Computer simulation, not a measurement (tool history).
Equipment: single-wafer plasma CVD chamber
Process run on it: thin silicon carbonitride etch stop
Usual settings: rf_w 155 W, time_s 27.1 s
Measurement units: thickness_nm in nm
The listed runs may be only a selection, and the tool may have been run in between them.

| run | day | rf_w | time_s | read-back reference wafer on the same gauge, thickness_nm | thickness_nm |
|---|---|---|---|---|---|
| 1 | 0 | 155 | 27.1 | 12.794 | 12.777 |
| 2 | 1.396 | 155 | 27.1 | 12.767 | 12.978 |
| 3 | 2.079 | 155 | 27.1 | 12.767 | 12.782 |
| 4 | 3.188 | 155 | 27.1 | 12.752 | 12.696 |
| 5 | 4.108 | 165 | 27.1 | 12.72 | 13.121 |
| 6 | 5.138 | 165 | 27.1 | 12.723 | 13.107 |
| 7 | 6.308 | 165 | 27.1 | 12.713 | 13.07 |
| 8 | 7.575 | 175 | 27.1 | 12.676 | 13.654 |
|  | 8.746 | RF generator calibrated |
| 9 | 8.908 | 175 | 27.1 | 12.659 | 13.525 |
| 10 | 9.496 | 175 | 27.1 | 12.654 | 13.589 |
|  | 10.121 | gauge calibrated |
| 11 | 10.129 | 165 | 22 | 13.019 | 10.842 |
|  | 10.996 | thermocouple changed; heater temperature recalibrated |
|  | 11 | showerhead replaced |
| 12 | 11.562 | 175 | 27.1 | 13.019 | 13.79 |
| 13 | 12.967 | 145 | 30.2 | 12.991 | 13.972 |
| 14 | 14.238 | 180 | 29.1 | 12.979 | 14.947 |
| 15 | 15.671 | 180 | 25.2 | 12.962 | 13.163 |
| 16 | 16.6 | 155 | 27.1 | 12.948 | 13.005 |
| 17 | 17.642 | 180 | 22.8 | 12.925 | 11.698 |
| 18 | 19.142 | 185 | 23.6 | 12.918 | 12.384 |
| 19 | 20.567 | 170 | 22.3 | 12.888 | 11.164 |
| 20 | 21.992 | 155 | 27.1 | 12.868 | 12.897 |
| 21 | 22.862 | 140 | 24 | 12.861 | 10.854 |

State the hidden condition of the tool at each of the runs:
wafer temperature above the value expected at the setpoint (K): 0 on each run
delivered RF power above the setpoint (%): 0 on each run
H1: gauge reads high (%)
| run | H1 |
|---|---|
| 1 | -1.67 |
| 2 | -1.81 |
| 3 | -1.87 |
| 4 | -1.98 |
| 5 | -2.07 |
| 6 | -2.17 |
| 7 | -2.28 |
| 8 | -2.4 |
| 9 | -2.53 |
| 10 | -2.58 |
| 11 | 0.229 |
| 12 | 0.0917 |
| 13 | -0.0431 |
| 14 | -0.165 |
| 15 | -0.303 |
| 16 | -0.392 |
| 17 | -0.492 |
| 18 | -0.636 |
| 19 | -0.773 |
| 20 | -0.91 |
| 21 | -0.993 |
